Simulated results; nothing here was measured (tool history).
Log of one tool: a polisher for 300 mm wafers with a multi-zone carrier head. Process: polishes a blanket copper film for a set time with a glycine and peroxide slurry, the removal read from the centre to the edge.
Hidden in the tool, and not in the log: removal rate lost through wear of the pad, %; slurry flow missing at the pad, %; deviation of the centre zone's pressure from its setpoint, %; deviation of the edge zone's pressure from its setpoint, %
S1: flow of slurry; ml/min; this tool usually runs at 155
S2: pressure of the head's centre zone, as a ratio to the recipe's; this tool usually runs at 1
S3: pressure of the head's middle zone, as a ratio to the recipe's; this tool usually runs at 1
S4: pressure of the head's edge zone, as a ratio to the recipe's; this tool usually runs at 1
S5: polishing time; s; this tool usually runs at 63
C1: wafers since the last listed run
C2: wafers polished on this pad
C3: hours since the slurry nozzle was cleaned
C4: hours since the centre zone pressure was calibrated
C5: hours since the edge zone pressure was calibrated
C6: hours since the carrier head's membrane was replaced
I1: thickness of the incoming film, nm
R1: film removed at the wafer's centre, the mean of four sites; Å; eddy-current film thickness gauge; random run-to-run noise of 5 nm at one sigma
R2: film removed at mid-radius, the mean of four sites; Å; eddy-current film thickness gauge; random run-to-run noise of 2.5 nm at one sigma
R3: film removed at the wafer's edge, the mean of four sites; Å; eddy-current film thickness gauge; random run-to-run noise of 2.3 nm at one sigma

| run | hour | S1 | S2 | S3 | S4 | S5 | C1 | C2 | C3 | C4 | C5 | C6 | I1 | R1 | R2 | R3 |
|---|---|---|---|---|---|---|---|---|---|---|---|---|---|---|---|---|
| 1 | 0 | 125 | 1 | 1 | 1 | 63 | 0 | 351 | 788.5 | 22.3 | 485.9 | 1420.4 | 2285.7 | 3275 | 3208 | 3332 |
| 2 | 12 | 155 | 1 | 1 | 1.08 | 63 | 118 | 470 | 800.5 | 34.3 | 497.9 | 1432.4 | 2293.1 | 3450 | 3280 | 3584 |
| 3 | 28.6 | 155 | 1 | 1 | 1 | 63 | 164 | 634 | 817.1 | 50.9 | 514.5 | 1449 | 2250.4 | 3396 | 3254 | 3362 |
|  | 36.2 | worn pad replaced by a new one |
| 4 | 64.8 | 155 | 1 | 1 | 1.09 | 63 | 318 | 282 | 853.3 | 87.1 | 550.7 | 1485.2 | 2231.3 | 3569 | 3363 | 3662 |
| 5 | 77.1 | 155 | 1 | 1 | 1.09 | 63 | 121 | 404 | 865.6 | 99.4 | 563 | 1497.5 | 2257.8 | 3509 | 3334 | 3570 |
| 6 | 94.7 | 155 | 1 | 1 | 1 | 63 | 174 | 578 | 883.2 | 117 | 580.6 | 1515.1 | 2257.5 | 3503 | 3328 | 3424 |
| 7 | 105 | 155 | 1 | 1 | 1 | 63 | 101 | 680 | 893.5 | 127.3 | 590.9 | 1525.4 | 2259.3 | 3431 | 3277 | 3361 |
|  | 108 | slurry nozzle cleaned |
|  | 113 | worn pad replaced by a new one |
| 8 | 114.1 | 185 | 1 | 1 | 1.1 | 63 | 40 | 10 | 6.1 | 136.4 | 600 | 1534.5 | 2286.1 | 3654 | 3522 | 3751 |
|  | 119.3 | edge zone pressure recalibrated |
| 9 | 122.9 | 155 | 1 | 1 | 1.07 | 55 | 67 | 78 | 14.9 | 145.2 | 3.6 | 1543.3 | 2228.5 | 3121 | 2913 | 3175 |
|  | 130.7 | carrier head's membrane replaced by a new one |
| 10 | 137.8 | 155 | 1.06 | 1 | 1 | 74 | 97 | 175 | 29.8 | 160.1 | 18.5 | 7.1 | 2239.9 | 4420 | 3926 | 4111 |
| 11 | 147.1 | 155 | 1 | 1 | 1 | 63 | 91 | 267 | 39.1 | 169.4 | 27.8 | 16.4 | 2279.8 | 3520 | 3357 | 3475 |
| 12 | 161.6 | 155 | 1.11 | 1 | 1 | 63 | 143 | 411 | 53.6 | 183.9 | 42.3 | 30.9 | 2280.7 | 3902 | 3337 | 3469 |
| 13 | 170.5 | 155 | 1 | 1 | 1 | 63 | 88 | 499 | 62.5 | 192.8 | 51.2 | 39.8 | 2252.1 | 3395 | 3300 | 3405 |
| 14 | 179.6 | 155 | 1 | 0.97 | 0.93 | 63 | 90 | 589 | 71.6 | 201.9 | 60.3 | 48.9 | 2270.5 | 3427 | 3203 | 3285 |
| 15 | 192.3 | 135 | 1 | 1.07 | 0.93 | 49 | 125 | 715 | 84.3 | 214.6 | 73 | 61.6 | 2238.3 | 2521 | 2570 | 2447 |

Run 16, settings as shown, results not yet in. Your forecast:
| 16 | 200.9 | 155 | 1 | 1 | 1 | 63 | 85 | 800 | 92.9 | 223.2 | 81.6 | 70.2 | 2216.4 | ? | ? | ? |

Run 16 came out at R1 3315 Å, R2 3183 Å, R3 3316 Å.
Minus the tool's unlogged condition, the same run would have read R1 3561 Å, R2 3419 Å, R3 3562 Å.
